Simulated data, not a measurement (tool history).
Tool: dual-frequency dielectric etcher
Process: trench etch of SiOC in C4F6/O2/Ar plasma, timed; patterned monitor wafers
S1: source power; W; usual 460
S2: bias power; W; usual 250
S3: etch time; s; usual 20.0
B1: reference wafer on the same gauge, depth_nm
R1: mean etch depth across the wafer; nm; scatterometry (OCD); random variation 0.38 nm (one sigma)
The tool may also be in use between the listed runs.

Run 1, day 0.000: usual settings but S2 295 W; B1 66.45. Result: R1 59.31 nm.
Run 2, day 0.746: usual settings; B1 66.56. Result: R1 56.15 nm.
Run 3, day 1.350: usual settings; B1 66.49. Result: R1 56.18 nm.
Run 4, day 2.029: usual settings; B1 66.56. Result: R1 56.31 nm.
Run 5, day 2.296: usual settings; B1 66.47. Result: R1 56.34 nm.
Run 6, day 2.754: usual settings but S1 370 W, S3 18.0 s; B1 66.51. Result: R1 46.89 nm.
Run 7, day 3.288: usual settings but S1 370 W, S3 18.0 s; B1 66.68. Result: R1 47.23 nm.
Run 8, day 5.250: usual settings but S1 370 W, S3 18.0 s; B1 66.72. Result: R1 46.53 nm.
Run 9, day 5.858: usual settings; B1 66.60. Result: R1 57.33 nm.
Run 10, day 6.250: usual settings; B1 66.58. Result: R1 55.83 nm.
Run 11, day 6.908: usual settings; B1 66.60. Result: R1 56.21 nm.
Run 12, day 7.362: usual settings; B1 66.42. Result: R1 55.77 nm.
Run 13, day 8.954: usual settings but S2 305 W, S3 18.0 s; B1 66.68. Result: R1 54.25 nm.
Run 14, day 8.967: usual settings but S1 420 W, S2 216 W, S3 23.5 s; B1 66.71. Result: R1 61.05 nm.
Run 15, day 8.983: usual settings but S3 24.0 s; B1 66.74. Result: R1 67.70 nm.
Run 16, day 9.200: usual settings; B1 66.48. Result: R1 56.01 nm.
Run 17, day 10.704: usual settings but S2 220 W, S3 24.5 s; B1 66.45. Result: R1 65.73 nm.
Run 18, day 10.721: usual settings; B1 66.60. Result: R1 56.02 nm.
Run 19, day 10.825: usual settings but S1 530 W, S2 223 W, S3 25.0 s; B1 66.58. Result: R1 71.40 nm.
Run 20, day 11.138: usual settings but S1 400 W, S2 209 W, S3 22.5 s; B1 66.52. Result: R1 56.95 nm.
Run 21, day 12.050: usual settings but S2 234 W; B1 66.48. Result: R1 55.42 nm.
Run 22, day 12.488: usual settings but S1 420 W, S2 201 W, S3 17.0 s; B1 66.50. Result: R1 43.08 nm.
Run 23, day 12.917: usual settings; B1 66.56. Result: R1 56.62 nm.
Run 24, day 13.304: usual settings; B1 66.72. Result: R1 55.76 nm.
Run 25, day 14.054: usual settings but S1 360 W, S3 23.5 s; B1 66.53. Result: R1 60.13 nm.
Run 26, day 14.708: usual settings but S2 297 W, S3 17.0 s; B1 66.42. Result: R1 50.43 nm.
Run 27, day 15.725: usual settings but S2 293 W, S3 25.0 s; B1 66.72. Result: R1 74.15 nm.
Run 28, day 16.138: usual settings but S1 510 W; B1 66.75. Result: R1 59.07 nm.
Run 29, day 16.721: usual settings but S3 18.5 s; B1 66.69. Result: R1 51.91 nm.

Taken out of this log: 5 entries between the listed runs. Where each belongs, and how the hidden state differs across it:
Between runs 12 and 13: wet clean of the chamber (day 8.933)
  no hidden state differs between the two runs
Between runs 16 and 17: upper electrode replaced (day 10.683)
  no hidden state differs between the two runs
Between runs 20 and 21: source power generator calibrated (day 11.921); bias power generator calibrated (day 12.029)
  no hidden state differs between the two runs
Between runs 21 and 22: gauge calibrated (day 12.254)
  no hidden state differs between the two runs

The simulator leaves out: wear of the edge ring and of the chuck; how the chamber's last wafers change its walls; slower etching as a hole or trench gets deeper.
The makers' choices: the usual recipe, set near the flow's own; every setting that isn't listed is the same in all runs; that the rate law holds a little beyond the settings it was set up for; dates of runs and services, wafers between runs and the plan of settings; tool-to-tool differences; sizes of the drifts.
